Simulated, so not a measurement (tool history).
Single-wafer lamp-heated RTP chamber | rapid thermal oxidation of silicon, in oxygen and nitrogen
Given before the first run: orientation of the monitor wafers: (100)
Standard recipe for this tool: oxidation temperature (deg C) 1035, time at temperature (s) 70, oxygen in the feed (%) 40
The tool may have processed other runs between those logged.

run    hour  oxidation temperature (deg C)  time at temperature (s)  oxygen in the feed (%)  wafers since the last listed run  wafers since the last pyrometer calibration  hours since the oxygen flow controller was replaced  hours since the gauge calibration  read-back reference wafer on the same gauge, thickness  oxide thickness on the monitor wafer (nm)
  1     0.0                           1035                       54                      40                                 0                                           57                                               4675.7                              543.2                                                   5.517                                      4.920
  2    52.2                           1035                       70                      40                               664                                          721                                               4727.9                              595.4                                                   5.506                                      5.487
  3   117.1                           1035                       70                      40                               826                                         1548                                               4792.8                              660.3                                                   5.500                                      5.502
  4   159.8                           1035                       70                      40                               543                                         2091                                               4835.5                              703.0                                                   5.481                                      5.491
  5   212.6                           1035                       70                      40                               672                                         2764                                               4888.3                              755.8                                                   5.476                                      5.487
  6   251.8                           1035                       70                      40                               499                                         3263                                               4927.5                              795.0                                                   5.467                                      5.453
      263.9  -- gauge calibrated
  7   303.3                           1035                       70                      40                               655                                         3919                                               4979.0                               39.4                                                   5.545                                      5.579
      340.3  -- pyrometer window cleaned and pyrometer calibrated
  8   340.8                           1035                       70                      40                               375                                            6                                               5016.5                               76.9                                                   5.546                                      5.548
  9   363.3                           1035                       70                      40                               286                                          293                                               5039.0                               99.4                                                   5.540                                      5.543
 10   422.3                           1021                       44                      40                               751                                         1044                                               5098.0                              158.4                                                   5.544                                      4.142
 11   492.4                           1021                       44                      40                               892                                         1937                                               5168.1                              228.5                                                   5.546                                      4.155
 12   562.0                           1043                       70                      40                               886                                         2823                                               5237.7                              298.1                                                   5.539                                      5.847
      603.3  -- pyrometer window cleaned and pyrometer calibrated
 13   766.0                           1035                       70                      40                              2495                                         2071                                               5441.7                              502.1                                                   5.518                                      5.497
 14   823.6                           1035                       70                      40                               733                                         2805                                               5499.3                              559.7                                                   5.501                                      5.500
      882.0  -- pyrometer window cleaned and pyrometer calibrated
 15   893.6                           1009                       70                      18                               789                                          147                                               5569.3                              629.7                                                   5.493                                      3.594
 16   929.8                           1027                       39                      40                               460                                          608                                               5605.5                              665.9                                                   5.493                                      4.053
 17   969.4                           1035                       70                      40                               504                                         1112                                               5645.1                              705.5                                                   5.479                                      5.479
 18  1036.0                           1035                       70                      40                               848                                         1960                                               5711.7                              772.1                                                   5.472                                      5.448
 19  1061.1                           1026                       70                      20                               319                                         2280                                               5736.8                              797.2                                                   5.463                                      4.081
 20  1109.4                           1035                       70                      65                               615                                         2895                                               5785.1                              845.5                                                   5.454                                      6.481
     1148.0  -- oxygen flow controller replaced
 21  1166.4                           1035                       70                      40                               623                                         3519                                                 18.4                              902.5                                                   5.438                                      5.431
     1191.9  -- pyrometer window cleaned and pyrometer calibrated
     1202.2  -- gauge calibrated
 22  1220.1                           1035                       70                      40                               581                                          359                                                 72.1                               17.9                                                   5.563                                      5.578
 23  1278.8                           1061                       39                      40                               747                                         1106                                                130.8                               76.6                                                   5.558                                      5.145
 24  1314.4                           1050                       81                      64                               453                                         1560                                                166.4                              112.2                                                   5.561                                      7.749
 25  1340.4                           1035                       70                      52                               331                                         1891                                                192.4                              138.2                                                   5.563                                      6.101
 26  1389.8                           1035                       70                      40                               629                                         2520                                                241.8                              187.6                                                   5.559                                      5.572
 27  1457.1                           1035                       70                      40                               856                                         3377                                                309.1                              254.9                                                   5.554                                      5.548
     1520.5  -- pyrometer window cleaned and pyrometer calibrated
 28  1521.0                           1046                       94                      17                               711                                            6                                                373.0                              318.8                                                   5.548                                      5.079

Each row is a separate what-if for the run after 28, all from the same tool condition, not one after another. Results?
  A  1521.4                           1035                       70                      40                                 5                                           11                                                373.4                              319.2                                                       ?                                          ?
  B  1521.4                           1024                       70                      27                                 5                                           11                                                373.4                              319.2                                                       ?                                          ?
  C  1521.4                           1035                       70                      55                                 5                                           11                                                373.4                              319.2                                                       ?                                          ?
  D  1521.4                           1015                       70                      40                                 5                                           11                                                373.4                              319.2                                                       ?                                          ?
  E  1521.4                           1019                       70                      17                                 5                                           11                                                373.4                              319.2                                                       ?                                          ?

run  read-back reference wafer on the same gauge, thickness  oxide thickness on the monitor wafer (nm)
  A                                                   5.547                                      5.556
  B                                                   5.547                                      4.515
  C                                                   5.547                                      6.210
  D                                                   5.547                                      4.841
  E                                                   5.547                                      3.783
With no hidden state in the tool, these same runs would have given:
run  oxide thickness on the monitor wafer (nm)
  A                                      5.568
  B                                      4.525
  C                                      6.223
  D                                      4.851
  E                                      3.791

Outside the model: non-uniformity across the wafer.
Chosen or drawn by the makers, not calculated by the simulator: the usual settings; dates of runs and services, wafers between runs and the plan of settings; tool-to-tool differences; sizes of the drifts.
